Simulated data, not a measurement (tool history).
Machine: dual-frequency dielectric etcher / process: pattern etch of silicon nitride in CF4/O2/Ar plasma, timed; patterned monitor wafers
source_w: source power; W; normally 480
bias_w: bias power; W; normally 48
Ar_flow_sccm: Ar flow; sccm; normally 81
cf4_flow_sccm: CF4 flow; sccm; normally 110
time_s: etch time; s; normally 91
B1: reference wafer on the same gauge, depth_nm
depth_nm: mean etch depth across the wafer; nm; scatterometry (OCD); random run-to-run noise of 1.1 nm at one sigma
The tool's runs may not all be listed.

{"run": 1, "day": 0.0, "source_w": 480, "bias_w": 48, "Ar_flow_sccm": 81, "cf4_flow_sccm": 110, "time_s": 91, "B1": 183.8, "depth_nm": 177}
{"run": 2, "day": 0.7, "source_w": 480, "bias_w": 48, "Ar_flow_sccm": 81, "cf4_flow_sccm": 110, "time_s": 91, "B1": 184.1, "depth_nm": 176.4}
{"run": 3, "day": 1.142, "source_w": 480, "bias_w": 48, "Ar_flow_sccm": 81, "cf4_flow_sccm": 101, "time_s": 91, "B1": 184.1, "depth_nm": 175.2}
{"run": 4, "day": 1.558, "source_w": 480, "bias_w": 48, "Ar_flow_sccm": 81, "cf4_flow_sccm": 101, "time_s": 91, "B1": 184.3, "depth_nm": 177}
{"run": 5, "day": 2.162, "source_w": 480, "bias_w": 48, "Ar_flow_sccm": 81, "cf4_flow_sccm": 101, "time_s": 91, "B1": 184, "depth_nm": 176.9}
{"run": 6, "day": 2.746, "source_w": 480, "bias_w": 48, "Ar_flow_sccm": 81, "cf4_flow_sccm": 110, "time_s": 91, "B1": 184.2, "depth_nm": 178.1}
{"run": 7, "day": 3.108, "source_w": 480, "bias_w": 48, "Ar_flow_sccm": 81, "cf4_flow_sccm": 110, "time_s": 91, "B1": 184.4, "depth_nm": 178.2}
{"day": 3.675, "done": "CF4 flow controller replaced"}
{"day": 3.792, "done": "Ar flow controller replaced"}
{"run": 8, "day": 3.812, "source_w": 480, "bias_w": 48, "Ar_flow_sccm": 81, "cf4_flow_sccm": 110, "time_s": 91, "B1": 184.1, "depth_nm": 178.3}
{"run": 9, "day": 4.238, "source_w": 540, "bias_w": 48, "Ar_flow_sccm": 81, "cf4_flow_sccm": 110, "time_s": 91, "B1": 183.7, "depth_nm": 200.3}
{"day": 5.021, "done": "gauge calibrated"}
{"day": 5.258, "done": "upper electrode replaced"}
{"day": 5.567, "done": "wet clean of the chamber"}
{"day": 5.712, "done": "bias power generator calibrated"}
{"run": 10, "day": 5.733, "source_w": 480, "bias_w": 36, "Ar_flow_sccm": 81, "cf4_flow_sccm": 110, "time_s": 118, "B1": 184, "depth_nm": 190.9}
{"run": 11, "day": 5.746, "source_w": 480, "bias_w": 48, "Ar_flow_sccm": 81, "cf4_flow_sccm": 110, "time_s": 91, "B1": 183.9, "depth_nm": 172}
{"run": 12, "day": 5.879, "source_w": 480, "bias_w": 40, "Ar_flow_sccm": 73, "cf4_flow_sccm": 137, "time_s": 73, "B1": 184.5, "depth_nm": 127.3}
{"day": 6.517, "done": "source power generator calibrated"}
{"run": 13, "day": 6.538, "source_w": 480, "bias_w": 48, "Ar_flow_sccm": 81, "cf4_flow_sccm": 110, "time_s": 114, "B1": 183.8, "depth_nm": 219.5}
{"run": 14, "day": 8.579, "source_w": 480, "bias_w": 48, "Ar_flow_sccm": 81, "cf4_flow_sccm": 110, "time_s": 91, "B1": 183.6, "depth_nm": 174.1}
{"run": 15, "day": 8.842, "source_w": 400, "bias_w": 58, "Ar_flow_sccm": 81, "cf4_flow_sccm": 110, "time_s": 91, "B1": 184.3, "depth_nm": 162.5}
{"run": 16, "day": 9.517, "source_w": 480, "bias_w": 48, "Ar_flow_sccm": 81, "cf4_flow_sccm": 110, "time_s": 91, "B1": 183.4, "depth_nm": 173.6}
{"run": 17, "day": 10.175, "source_w": 570, "bias_w": 48, "Ar_flow_sccm": 81, "cf4_flow_sccm": 110, "time_s": 91, "B1": 184.2, "depth_nm": 206.7}
{"run": 18, "day": 10.654, "source_w": 480, "bias_w": 48, "Ar_flow_sccm": 81, "cf4_flow_sccm": 130, "time_s": 105, "B1": 183.9, "depth_nm": 201.8}
{"run": 19, "day": 10.988, "source_w": 480, "bias_w": 48, "Ar_flow_sccm": 81, "cf4_flow_sccm": 110, "time_s": 91, "B1": 184.4, "depth_nm": 176.5}
{"run": 20, "day": 11.721, "source_w": 430, "bias_w": 48, "Ar_flow_sccm": 75, "cf4_flow_sccm": 110, "time_s": 91, "B1": 183.8, "depth_nm": 156.3}

Below, some changes in depth_nm between adjacent runs. For each, the amount present without the hidden state too (settings, incoming material, random variation) and the amount remaining for the hidden state with gauge scatter not shared by both compared results:
Hidden state at play: etch rate over this chamber's usual, %; source power that arrives over what is set, %; bias power that arrives over what is set, %; Ar flow that arrives over what is set, %; CF4 flow that arrives over what is set, %; gauge reads high (%).
Run 8 -> 9: source_w 480 -> 540. depth_nm +22 nm: hidden state +1.1, all else +20.9.
Run 9 -> 10: source_w 540 -> 480, bias_w 48 -> 36, time_s 91 -> 118, gauge calibrated, upper electrode replaced, wet clean of the chamber, bias power generator calibrated. depth_nm -9.4 nm: hidden state -6.8, all else -2.6.
Run 12 -> 13: bias_w 40 -> 48, Ar_flow_sccm 73 -> 81, cf4_flow_sccm 137 -> 110, time_s 73 -> 114, source power generator calibrated. depth_nm +92.2 nm: hidden state +0.7, all else +91.5.
Run 13 -> 14: time_s 114 -> 91. depth_nm -45.4 nm: hidden state +0.7, all else -46.1.
